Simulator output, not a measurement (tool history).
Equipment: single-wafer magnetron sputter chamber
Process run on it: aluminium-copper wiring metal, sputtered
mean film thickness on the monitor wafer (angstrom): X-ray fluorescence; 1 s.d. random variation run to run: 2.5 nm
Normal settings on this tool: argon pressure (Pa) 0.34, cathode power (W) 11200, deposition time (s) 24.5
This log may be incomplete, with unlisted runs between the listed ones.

run	hour	argon pressure (Pa)	cathode power (W)	deposition time (s)	wafers since the last listed run	wafers on the sputter target	hours since the last manometer calibration	hours since the magnet pack was replaced	hours since the gauge calibration	read-back reference wafer on the same gauge, thickness_nm	mean film thickness on the monitor wafer (angstrom)
1	0	0.34	11200	24.5	0	1924	2037.7	7927.6	698.2	588.476	4984.96
2	92.8	0.34	11200	24.5	2469	4393	2130.5	8020.4	791	588.691	4902.98
# hour 181.5: sputter target and shields replaced
3	193.9	0.34	11200	24.5	2477	330	2231.6	8121.5	892.1	588.655	5069.45
4	264.9	0.299	11200	22	1889	2219	2302.6	8192.5	963.1	588.827	4596.83
5	347.3	0.299	11200	22	2192	4411	2385	8274.9	1045.5	588.661	4590.07
# hour 419.8: sputter target and shields replaced
6	430.4	0.299	11200	22	1998	281	2468.1	8358	1128.6	589.161	4617.56
7	502.3	0.34	11200	24.5	1913	2194	2540	8429.9	1200.5	588.457	4951.93
8	561.2	0.34	11200	22.6	1567	3761	2598.9	8488.8	1259.4	589.341	4549.31
9	639.6	0.34	11200	24.5	2086	5847	2677.3	8567.2	1337.8	588.62	4889.63
# hour 671.7: sputter target and shields replaced
10	734.7	0.34	11200	24.5	2317	1676	2772.4	8662.3	1432.9	588.96	5020.91
# hour 804.6: gauge calibrated
11	814.7	0.416	12850	19.7	2128	3804	2852.4	8742.3	10.1	588.348	4261.78
12	881	0.273	11200	20.3	1764	5569	2918.7	8808.6	76.4	589.387	4239.29
13	923.3	0.299	11200	22	1125	6694	2961	8850.9	118.7	589.255	4491.99
# hour 980.6: sputter target and shields replaced
14	981.7	0.34	11200	24.5	1341	29	3019.4	8909.3	177.1	589.031	5003.1
# hour 1018.3: capacitance manometer re-zeroed and calibrated
# hour 1027.9: magnet pack replaced
15	1046.5	0.412	11200	24.5	1298	1328	28.2	18.6	241.9	588.497	4783.77
16	1146.3	0.34	13300	24.5	2655	3983	128	118.4	341.7	589.515	5657.58
17	1184.8	0.34	11200	24.5	1024	5008	166.5	156.9	380.2	588.748	4851.76
18	1246.4	0.34	8600	24.5	1639	6647	228.1	218.5	441.8	588.94	3944.75
# hour 1290.2: sputter target and shields replaced
19	1290.7	0.232	12000	19.9	965	12	272.4	262.8	486.1	589.239	4669
20	1349.3	0.34	11200	24.5	1559	1571	331	321.4	544.7	588.922	4959.59

Below are 3 alternative next runs, each starting from the tool's condition after run 20. Predict each:
A	1349.7	0.34	11200	24.5	10	1582	331.4	321.8	545.1	?	?
B	1349.7	0.375	10500	21.2	10	1582	331.4	321.8	545.1	?	?
C	1349.7	0.218	9400	26.3	10	1582	331.4	321.8	545.1	?	?

run	read-back reference wafer on the same gauge, thickness_nm	mean film thickness on the monitor wafer (angstrom)
A	588.79	5045.7
B	588.79	4059.31
C	588.79	5076.36
With no hidden state in the tool, these same runs would have given:
run	mean film thickness on the monitor wafer (angstrom)
A	5101.04
B	4103.84
C	5132.03

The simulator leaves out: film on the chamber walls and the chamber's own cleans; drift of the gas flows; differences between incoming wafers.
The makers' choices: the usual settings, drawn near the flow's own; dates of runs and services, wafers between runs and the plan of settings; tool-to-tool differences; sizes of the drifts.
